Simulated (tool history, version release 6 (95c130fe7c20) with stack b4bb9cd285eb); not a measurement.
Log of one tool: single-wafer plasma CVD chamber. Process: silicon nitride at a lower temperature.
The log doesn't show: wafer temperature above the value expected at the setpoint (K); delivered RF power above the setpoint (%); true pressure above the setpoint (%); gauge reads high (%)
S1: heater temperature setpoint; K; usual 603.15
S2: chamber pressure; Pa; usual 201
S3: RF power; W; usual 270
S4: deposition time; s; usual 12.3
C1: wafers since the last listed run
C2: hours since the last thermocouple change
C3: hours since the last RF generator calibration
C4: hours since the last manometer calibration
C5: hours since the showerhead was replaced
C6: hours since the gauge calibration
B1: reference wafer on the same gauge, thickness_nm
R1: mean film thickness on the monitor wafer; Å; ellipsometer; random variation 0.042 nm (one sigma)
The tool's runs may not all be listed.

run    hour      S1   S2   S3    S4    C1      C2     C3      C4      C5      C6      B1      R1
  1       0  603.15  201  270  12.3     0  3087.6  518.3  3039.8  5471.1  1653.1  15.795  139.77
  2    40.8  592.15  201  270  12.3   970  3128.4  559.1  3080.6  5511.9  1693.9  15.796  140.99
       70.5  -- capacitance manometer re-zeroed and calibrated
  3   112.1  592.15  201  270  12.3  1506  3199.7  630.4    41.6  5583.2  1765.2  15.789  143.61
      154.5  -- thermocouple changed; heater temperature recalibrated
  4   172.7  592.15  201  270  12.3  1251    18.2    691   102.2  5643.8  1825.8  15.801  143.82
  5   233.8  603.15  216  270  12.3  1453    79.3  752.1   163.3  5704.9  1886.9  15.814  145.96
  6   292.8  613.15  201  270  12.3  1403   138.3  811.1   222.3  5763.9  1945.9  15.831   141.5
      313.4  -- RF generator calibrated
  7   356.8  613.15  201  270  12.3  1332   202.3   43.4   286.3  5827.9  2009.9  15.821  141.26
  8   383.8  613.15  201  270  12.3   642   229.3   70.4   313.3  5854.9  2036.9   15.81   142.3
  9     436  603.15  220  270  10.6  1242   281.5  122.6   365.5  5907.1  2089.1  15.798  125.55
 10     471  603.15  201  270  12.3   832   316.5  157.6   400.5  5942.1  2124.1  15.804  142.37
 11   498.4  603.15  201  270  12.3   652   343.9    185   427.9  5969.5  2151.5   15.78  141.57
 12   529.5  591.15  175  230  13.4   740     375  216.1     459  6000.6  2182.6  15.818  129.18
 13   563.2  603.15  201  270  12.3   801   408.7  249.8   492.7  6034.3  2216.3  15.794  142.29
        592  -- showerhead replaced
 14   619.4  603.15  201  235    13  1146   464.9    306   548.9    27.4  2272.5  15.796  134.28
 15   661.8  603.15  201  270  11.4  1008   507.3  348.4   591.3    69.8  2314.9  15.801  130.48
      716.3  -- gauge calibrated
 16   806.4  603.15  224  270  10.6  3440   651.9    493   735.9   214.4    90.1  15.812  125.47
 17   856.4  603.15  201  270  12.3  1189   701.9    543   785.9   264.4   140.1  15.802  140.93
 18   904.5  594.15  217  315  11.6  1144     750  591.1     834   312.5   188.2  15.802  152.88
 19     963  590.15  241  270  12.3  1392   808.5  649.6   892.5     371   246.7  15.809  150.68
 20   994.6  595.15  188  250  13.3   751   840.1  681.2   924.1   402.6   278.3  15.828  139.86
 21  1052.2  603.15  201  270  12.3  1370   897.7  738.8   981.7   460.2   335.9  15.799  140.05
     1123.7  -- RF generator calibrated
 22  1124.2  615.15  176  255  12.3  1522   969.7    0.5  1053.7   532.2   407.9  15.793  127.63
 23  1159.8  603.15  201  250  10.5   847  1005.3   36.1  1089.3   567.8   443.5  15.796  112.91
 24    1214  603.15  228  270  13.3  1289  1059.5   90.3  1143.5     622   497.7  15.832  159.15
 25  1246.7  591.15  185  300    10   778  1092.2    123  1176.2   654.7   530.4  15.802  120.43
 26    1273  603.15  157  270  12.3   625  1118.5  149.3  1202.5     681   556.7  15.793  128.35
 27  1320.1  603.15  201  270  12.3  1120  1165.6  196.4  1249.6   728.1   603.8  15.835   141.2
 28  1366.9  615.15  229  315  13.3  1113  1212.4  243.2  1296.4   774.9   650.6  15.791  176.76

The same runs without the tool's hidden state, with the same run-to-run variation:
run      R1
  1  143.32
  2  144.58
  3  143.64
  4   144.1
  5  146.47
  6  142.21
  7  142.19
  8  143.32
  9  126.57
 10  143.66
 11  142.93
 12  130.54
 13  143.84
 14  135.88
 15  132.14
 16  127.29
 17  143.15
 18  155.35
 19  153.16
 20  142.37
 21   142.6
 22  130.13
 23   115.1
 24  162.22
 25  122.94
 26  131.24
 27  144.16
 28   180.4
